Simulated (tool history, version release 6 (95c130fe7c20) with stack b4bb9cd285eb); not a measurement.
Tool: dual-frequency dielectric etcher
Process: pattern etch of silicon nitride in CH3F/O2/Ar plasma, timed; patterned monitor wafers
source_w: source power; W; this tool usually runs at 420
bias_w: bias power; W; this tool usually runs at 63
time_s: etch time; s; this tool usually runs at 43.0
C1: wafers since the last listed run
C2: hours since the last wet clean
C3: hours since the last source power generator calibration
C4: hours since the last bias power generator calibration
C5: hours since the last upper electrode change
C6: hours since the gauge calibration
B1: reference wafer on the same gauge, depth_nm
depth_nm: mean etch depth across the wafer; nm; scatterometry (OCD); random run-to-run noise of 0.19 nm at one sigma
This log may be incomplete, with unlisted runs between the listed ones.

{"run": 1, "hour": 0.0, "source_w": 420, "bias_w": 73, "time_s": 43.0, "C1": 0, "C2": 188.3, "C3": 2687.6, "C4": 2640.7, "C5": 5244.6, "C6": 369.1, "B1": 22.9, "depth_nm": 29.13}
{"run": 2, "hour": 32.2, "source_w": 420, "bias_w": 73, "time_s": 43.0, "C1": 529, "C2": 220.5, "C3": 2719.8, "C4": 2672.9, "C5": 5276.8, "C6": 401.3, "B1": 22.88, "depth_nm": 29.27}
{"run": 3, "hour": 56.8, "source_w": 420, "bias_w": 73, "time_s": 43.0, "C1": 404, "C2": 245.1, "C3": 2744.4, "C4": 2697.5, "C5": 5301.4, "C6": 425.9, "B1": 22.89, "depth_nm": 29.15}
{"run": 4, "hour": 81.6, "source_w": 420, "bias_w": 63, "time_s": 43.0, "C1": 408, "C2": 269.9, "C3": 2769.2, "C4": 2722.3, "C5": 5326.2, "C6": 450.7, "B1": 22.95, "depth_nm": 28.26}
{"run": 5, "hour": 98.3, "source_w": 420, "bias_w": 63, "time_s": 43.0, "C1": 274, "C2": 286.6, "C3": 2785.9, "C4": 2739.0, "C5": 5342.9, "C6": 467.4, "B1": 22.84, "depth_nm": 28.14}
{"run": 6, "hour": 130.0, "source_w": 420, "bias_w": 63, "time_s": 43.0, "C1": 521, "C2": 318.3, "C3": 2817.6, "C4": 2770.7, "C5": 5374.6, "C6": 499.1, "B1": 22.91, "depth_nm": 27.78}
{"hour": 157.4, "done": "upper electrode replaced, of another model than before"}
{"run": 7, "hour": 158.8, "source_w": 420, "bias_w": 63, "time_s": 43.0, "C1": 78, "C2": 347.1, "C3": 2846.4, "C4": 2799.5, "C5": 1.4, "C6": 527.9, "B1": 22.9, "depth_nm": 28.1}
{"run": 8, "hour": 190.4, "source_w": 420, "bias_w": 63, "time_s": 43.0, "C1": 519, "C2": 378.7, "C3": 2878.0, "C4": 2831.1, "C5": 33.0, "C6": 559.5, "B1": 22.91, "depth_nm": 27.56}
{"hour": 211.0, "done": "gauge calibrated"}
{"hour": 216.9, "done": "bias power generator calibrated"}
{"run": 9, "hour": 221.3, "source_w": 420, "bias_w": 63, "time_s": 43.0, "C1": 442, "C2": 409.6, "C3": 2908.9, "C4": 4.4, "C5": 63.9, "C6": 10.3, "B1": 22.89, "depth_nm": 27.3}
{"run": 10, "hour": 246.5, "source_w": 420, "bias_w": 63, "time_s": 43.0, "C1": 414, "C2": 434.8, "C3": 2934.1, "C4": 29.6, "C5": 89.1, "C6": 35.5, "B1": 22.89, "depth_nm": 27.46}
{"run": 11, "hour": 281.6, "source_w": 420, "bias_w": 71, "time_s": 36.5, "C1": 577, "C2": 469.9, "C3": 2969.2, "C4": 64.7, "C5": 124.2, "C6": 70.6, "B1": 22.88, "depth_nm": 24.03}
{"hour": 291.3, "done": "source power generator calibrated"}
{"hour": 323.2, "done": "wet clean of the chamber"}
{"run": 12, "hour": 323.7, "source_w": 420, "bias_w": 63, "time_s": 43.0, "C1": 232, "C2": 0.5, "C3": 32.4, "C4": 106.8, "C5": 166.3, "C6": 112.7, "B1": 22.91, "depth_nm": 28.78}
{"run": 13, "hour": 326.0, "source_w": 420, "bias_w": 63, "time_s": 43.0, "C1": 37, "C2": 2.8, "C3": 34.7, "C4": 109.1, "C5": 168.6, "C6": 115.0, "B1": 22.83, "depth_nm": 28.34}
{"run": 14, "hour": 344.2, "source_w": 420, "bias_w": 63, "time_s": 43.0, "C1": 299, "C2": 21.0, "C3": 52.9, "C4": 127.3, "C5": 186.8, "C6": 133.2, "B1": 22.91, "depth_nm": 28.44}
{"run": 15, "hour": 365.1, "source_w": 390, "bias_w": 75, "time_s": 43.0, "C1": 343, "C2": 41.9, "C3": 73.8, "C4": 148.2, "C5": 207.7, "C6": 154.1, "B1": 22.88, "depth_nm": 28.19}
{"run": 16, "hour": 388.5, "source_w": 420, "bias_w": 63, "time_s": 43.0, "C1": 385, "C2": 65.3, "C3": 97.2, "C4": 171.6, "C5": 231.1, "C6": 177.5, "B1": 22.86, "depth_nm": 28.08}
{"run": 17, "hour": 418.5, "source_w": 340, "bias_w": 77, "time_s": 30.5, "C1": 493, "C2": 95.3, "C3": 127.2, "C4": 201.6, "C5": 261.1, "C6": 207.5, "B1": 22.89, "depth_nm": 17.43}
{"run": 18, "hour": 441.4, "source_w": 460, "bias_w": 67, "time_s": 43.0, "C1": 376, "C2": 118.2, "C3": 150.1, "C4": 224.5, "C5": 284.0, "C6": 230.4, "B1": 22.8, "depth_nm": 30.87}
{"run": 19, "hour": 471.8, "source_w": 370, "bias_w": 63, "time_s": 34.5, "C1": 500, "C2": 148.6, "C3": 180.5, "C4": 254.9, "C5": 314.4, "C6": 260.8, "B1": 22.89, "depth_nm": 19.81}
{"run": 20, "hour": 496.1, "source_w": 420, "bias_w": 57, "time_s": 53.5, "C1": 399, "C2": 172.9, "C3": 204.8, "C4": 279.2, "C5": 338.7, "C6": 285.1, "B1": 22.89, "depth_nm": 33.56}

Here are 3 independent what-if runs from the current tool condition. What would each one return?
{"run": "A", "hour": 496.5, "source_w": 420, "bias_w": 63, "time_s": 43.0, "C1": 6, "C2": 173.3, "C3": 205.2, "C4": 279.6, "C5": 339.1, "C6": 285.5, "B1": "?", "depth_nm": "?"}
{"run": "B", "hour": 496.5, "source_w": 470, "bias_w": 53, "time_s": 33.5, "C1": 6, "C2": 173.3, "C3": 205.2, "C4": 279.6, "C5": 339.1, "C6": 285.5, "B1": "?", "depth_nm": "?"}
{"run": "C", "hour": 496.5, "source_w": 420, "bias_w": 53, "time_s": 50.5, "C1": 6, "C2": 173.3, "C3": 205.2, "C4": 279.6, "C5": 339.1, "C6": 285.5, "B1": "?", "depth_nm": "?"}

run=A B1=22.91 depth_nm=27.95
run=B B1=22.91 depth_nm=22.77
run=C B1=22.91 depth_nm=31.31
With the hidden condition removed and each run's random variation left untouched, the same runs would have given:
run=A depth_nm=28.57
run=B depth_nm=23.28
run=C depth_nm=32.00

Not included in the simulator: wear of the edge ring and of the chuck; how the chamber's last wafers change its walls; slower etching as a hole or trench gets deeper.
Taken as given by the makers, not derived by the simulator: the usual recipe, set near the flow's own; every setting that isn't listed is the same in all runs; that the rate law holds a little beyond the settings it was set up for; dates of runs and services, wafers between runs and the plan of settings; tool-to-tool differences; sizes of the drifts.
